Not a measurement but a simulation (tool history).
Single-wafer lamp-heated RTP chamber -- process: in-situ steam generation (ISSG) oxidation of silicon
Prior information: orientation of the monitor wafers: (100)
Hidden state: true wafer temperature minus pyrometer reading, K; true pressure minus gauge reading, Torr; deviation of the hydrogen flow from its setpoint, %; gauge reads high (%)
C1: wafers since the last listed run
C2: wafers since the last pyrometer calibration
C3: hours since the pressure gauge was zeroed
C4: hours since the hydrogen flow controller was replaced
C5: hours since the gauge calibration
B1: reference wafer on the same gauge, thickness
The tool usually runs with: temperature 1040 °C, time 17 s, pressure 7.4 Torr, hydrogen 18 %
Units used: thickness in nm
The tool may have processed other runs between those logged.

Run 1, hour 0: usual settings; C1 0; C2 3921; C3 3042.9; C4 6210.1; C5 47.2; B1 4.589. Result: thickness 5.954 nm.
Run 2, hour 14.4: usual settings; C1 177; C2 4098; C3 3057.3; C4 6224.5; C5 61.6; B1 4.584. Result: thickness 5.97 nm.
Run 3, hour 21.5: usual settings; C1 87; C2 4186; C3 3064.4; C4 6231.6; C5 68.7; B1 4.592. Result: thickness 5.984 nm.
Run 4, hour 31.5: usual settings; C1 123; C2 4309; C3 3074.4; C4 6241.6; C5 78.7; B1 4.592. Result: thickness 6.003 nm.
Run 5, hour 42.3: usual settings; C1 133; C2 4442; C3 3085.2; C4 6252.4; C5 89.5; B1 4.588. Result: thickness 5.982 nm.
Run 6, hour 51.7: usual settings; C1 115; C2 4558; C3 3094.6; C4 6261.8; C5 98.9; B1 4.591. Result: thickness 5.981 nm.
Run 7, hour 69.1: usual settings; C1 214; C2 4772; C3 3112; C4 6279.2; C5 116.3; B1 4.591. Result: thickness 6.008 nm.
Run 8, hour 82.9: usual settings; C1 170; C2 4943; C3 3125.8; C4 6293; C5 130.1; B1 4.588. Result: thickness 6.022 nm.
At hour 101.8: pyrometer window cleaned and pyrometer calibrated.
Run 9, hour 102.3: usual settings; C1 140; C2 6; C3 3145.2; C4 6312.4; C5 149.5; B1 4.59. Result: thickness 5.759 nm.
Run 10, hour 102.6: usual settings; C1 3; C2 9; C3 3145.5; C4 6312.7; C5 149.8; B1 4.59. Result: thickness 5.759 nm.
Run 11, hour 117.2: usual settings; C1 179; C2 189; C3 3160.1; C4 6327.3; C5 164.4; B1 4.591. Result: thickness 5.793 nm.
Run 12, hour 128.9: usual settings but temperature 1047 °C, pressure 6.9 Torr, hydrogen 24 %; C1 144; C2 334; C3 3171.8; C4 6339; C5 176.1; B1 4.59. Result: thickness 6.402 nm.
Run 13, hour 138.2: usual settings but time 22 s, pressure 8.9 Torr, hydrogen 11 %; C1 114; C2 448; C3 3181.1; C4 6348.3; C5 185.4; B1 4.594. Result: thickness 5.93 nm.
At hour 151.5: pressure gauge zeroed.
Run 14, hour 152.6: usual settings but temperature 1057 °C, pressure 6.9 Torr; C1 78; C2 527; C3 1.1; C4 6362.7; C5 199.8; B1 4.592. Result: thickness 6.306 nm.
Run 15, hour 169: usual settings; C1 202; C2 729; C3 17.5; C4 6379.1; C5 216.2; B1 4.583. Result: thickness 5.786 nm.
At hour 170.5: gauge calibrated.
At hour 187: hydrogen flow controller replaced.
Run 16, hour 187.5: usual settings; C1 129; C2 859; C3 36; C4 0.5; C5 17; B1 4.597. Result: thickness 5.802 nm.
Run 17, hour 196.7: usual settings but time 10 s, pressure 6.9 Torr; C1 113; C2 972; C3 45.2; C4 9.7; C5 26.2; B1 4.586. Result: thickness 4.416 nm.
Run 18, hour 210.9: usual settings but temperature 1027 °C, time 12 s, pressure 7.9 Torr, hydrogen 12 %; C1 175; C2 1147; C3 59.4; C4 23.9; C5 40.4; B1 4.596. Result: thickness 4.195 nm.
Run 19, hour 228.4: usual settings but temperature 1022 °C, hydrogen 22 %; C1 215; C2 1363; C3 76.9; C4 41.4; C5 57.9; B1 4.589. Result: thickness 5.623 nm.
Run 20, hour 239.8: usual settings but time 14 s, pressure 6.9 Torr, hydrogen 26 %; C1 140; C2 1504; C3 88.3; C4 52.8; C5 69.3; B1 4.587. Result: thickness 5.79 nm.
Run 21, hour 253: usual settings but pressure 7 Torr, hydrogen 14 %; C1 162; C2 1666; C3 101.5; C4 66; C5 82.5; B1 4.595. Result: thickness 5.492 nm.

Some steps in thickness, run to run, broken into two amounts with sign: the step expected even without the hidden condition (settings, incoming material, random variation), and the rest, left for the hidden condition together with whatever gauge scatter is not in both the measured and the hidden-condition-free result:
Run 8 -> 9: pyrometer window cleaned and pyrometer calibrated. thickness -0.263 nm: hidden state -0.275, all else +0.012.
Run 16 -> 17: time 17 -> 10, pressure 7.4 -> 6.9. thickness -1.386 nm: hidden state -0.02, all else -1.366.
Run 18 -> 19: temperature 1027 -> 1022, time 12 -> 17, pressure 7.9 -> 7.4, hydrogen 12 -> 22. thickness +1.428 nm: hidden state +0.033, all else +1.395.
